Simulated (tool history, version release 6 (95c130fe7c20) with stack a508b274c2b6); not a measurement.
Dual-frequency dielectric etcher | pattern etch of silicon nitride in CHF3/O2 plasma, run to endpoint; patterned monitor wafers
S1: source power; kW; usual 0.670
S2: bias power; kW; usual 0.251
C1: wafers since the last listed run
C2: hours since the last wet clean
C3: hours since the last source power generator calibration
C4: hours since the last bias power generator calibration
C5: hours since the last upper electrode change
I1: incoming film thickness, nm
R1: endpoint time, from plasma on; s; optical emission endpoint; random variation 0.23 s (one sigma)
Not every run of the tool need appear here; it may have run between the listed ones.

run    day     S1     S2   C1     C2      C3      C4      C5    I1    R1
  1  0.000  0.670  0.251    0  293.5  5093.9  1723.1  4827.4  69.8  42.1
  2  0.633  0.670  0.251  141  308.7  5109.1  1738.3  4842.6  70.6  42.0
  3  1.129  0.670  0.251  110  320.6  5121.0  1750.2  4854.5  69.9  42.1
  4  1.433  0.670  0.214   68  327.9  5128.3  1757.5  4861.8  70.1  43.7
  5  1.683  0.670  0.251   55  333.9  5134.3  1763.5  4867.8  70.6  42.9
  6  2.367  0.540  0.301  152  350.3  5150.7  1779.9  4884.2  69.8  46.3
     3.583  -- bias power generator calibrated
     3.675  -- wet clean of the chamber
  7  3.696  0.720  0.251  239    0.5  5182.6     2.7  4916.1  70.3  39.0
  8  3.708  0.670  0.251    2    0.8  5182.9     3.0  4916.4  69.7  39.9
  9  3.883  0.670  0.251   39    5.0  5187.1     7.2  4920.6  70.5  40.6
 10  4.233  0.670  0.251   78   13.4  5195.5    15.6  4929.0  70.5  40.7
 11  4.604  0.670  0.251   83   22.3  5204.4    24.5  4937.9  70.8  40.9
 12  4.888  0.810  0.212   63   29.1  5211.2    31.3  4944.7  70.6  38.0
     5.767  -- source power generator calibrated
     6.371  -- upper electrode replaced, of another model than before
 13  6.392  0.750  0.227  164   65.2    15.0    67.4     0.5  70.1  37.8
 14  6.404  0.670  0.251    2   65.5    15.3    67.7     0.8  70.7  40.7
 15  6.475  0.670  0.251   15   67.2    17.0    69.4     2.5  70.6  40.7
 16  6.788  0.720  0.282   69   74.7    24.5    76.9    10.0  70.4  38.0
 17  7.133  0.740  0.231   77   83.0    32.8    85.2    18.3  70.8  38.7
 18  7.692  0.670  0.251  124   96.4    46.2    98.6    31.7  70.0  40.8
 19  8.117  0.760  0.292   95  106.6    56.4   108.8    41.9  70.4  36.6
 20  8.629  0.670  0.309  114  118.9    68.7   121.1    54.2  69.8  40.0

Alternative continuations, all from the tool just after run 20; predict every row:
  A  8.646  0.670  0.251   3  119.3  69.1  121.5  54.6  70.3   ?
  B  8.646  0.720  0.203   3  119.3  69.1  121.5  54.6  70.3   ?
  C  8.646  0.550  0.234   3  119.3  69.1  121.5  54.6  70.3   ?
  D  8.646  0.760  0.235   3  119.3  69.1  121.5  54.6  70.3   ?
  E  8.646  0.600  0.202   3  119.3  69.1  121.5  54.6  70.3   ?

run    R1
  A  40.9
  B  39.4
  C  48.8
  D  37.5
  E  45.6
The same runs, with their run-to-run variation unchanged, on a tool lacking any hidden condition would have given:
run    R1
  A  40.4
  B  39.0
  C  48.2
  D  37.0
  E  45.1

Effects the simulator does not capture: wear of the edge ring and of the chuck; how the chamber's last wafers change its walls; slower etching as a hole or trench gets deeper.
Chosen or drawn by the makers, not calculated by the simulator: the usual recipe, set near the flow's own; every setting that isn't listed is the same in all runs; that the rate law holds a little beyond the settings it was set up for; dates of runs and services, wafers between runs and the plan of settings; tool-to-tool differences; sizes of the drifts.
